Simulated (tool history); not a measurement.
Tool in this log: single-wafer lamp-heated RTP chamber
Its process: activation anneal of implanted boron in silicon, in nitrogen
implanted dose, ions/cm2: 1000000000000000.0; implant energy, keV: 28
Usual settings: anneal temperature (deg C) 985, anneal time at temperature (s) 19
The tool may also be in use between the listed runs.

run,hour,anneal temperature (deg C),anneal time at temperature (s),"read-back reference wafer on the same gauge, sheet resistance",sheet resistance of the implanted and annealed layer (ohm/square)
1,0,985,19,134.96,123.46
2,27.7,985,19,134.93,122.36
3,59.8,985,19,135.08,122.59
4,94.6,974,19,134.88,129.57
5,124.3,974,19,135.04,128.61
6,152.6,974,19,135.03,127.87
7,183.4,995,19,134.94,117.09
# hour 197.1: pyrometer window cleaned and pyrometer calibrated
8,198.9,985,19,134.96,121.48
# hour 213.4: reflector plate cleaned
9,215.9,995,19,135.01,116.91
10,251.1,966,8,134.88,136.45

Run 11, settings as shown, results not yet in. Your forecast:
# hour 257: gauge calibrated
# hour 273.5: reflector plate cleaned, repeated, since the last time left the tool worse
11,275.7,985,19,?,?

Logged for run 11: read-back reference wafer on the same gauge, sheet resistance 135.06, sheet resistance of the implanted and annealed layer (ohm/square) 123.59.
Had the tool carried no hidden state, the very same run would have given sheet resistance of the implanted and annealed layer (ohm/square) 123.88.

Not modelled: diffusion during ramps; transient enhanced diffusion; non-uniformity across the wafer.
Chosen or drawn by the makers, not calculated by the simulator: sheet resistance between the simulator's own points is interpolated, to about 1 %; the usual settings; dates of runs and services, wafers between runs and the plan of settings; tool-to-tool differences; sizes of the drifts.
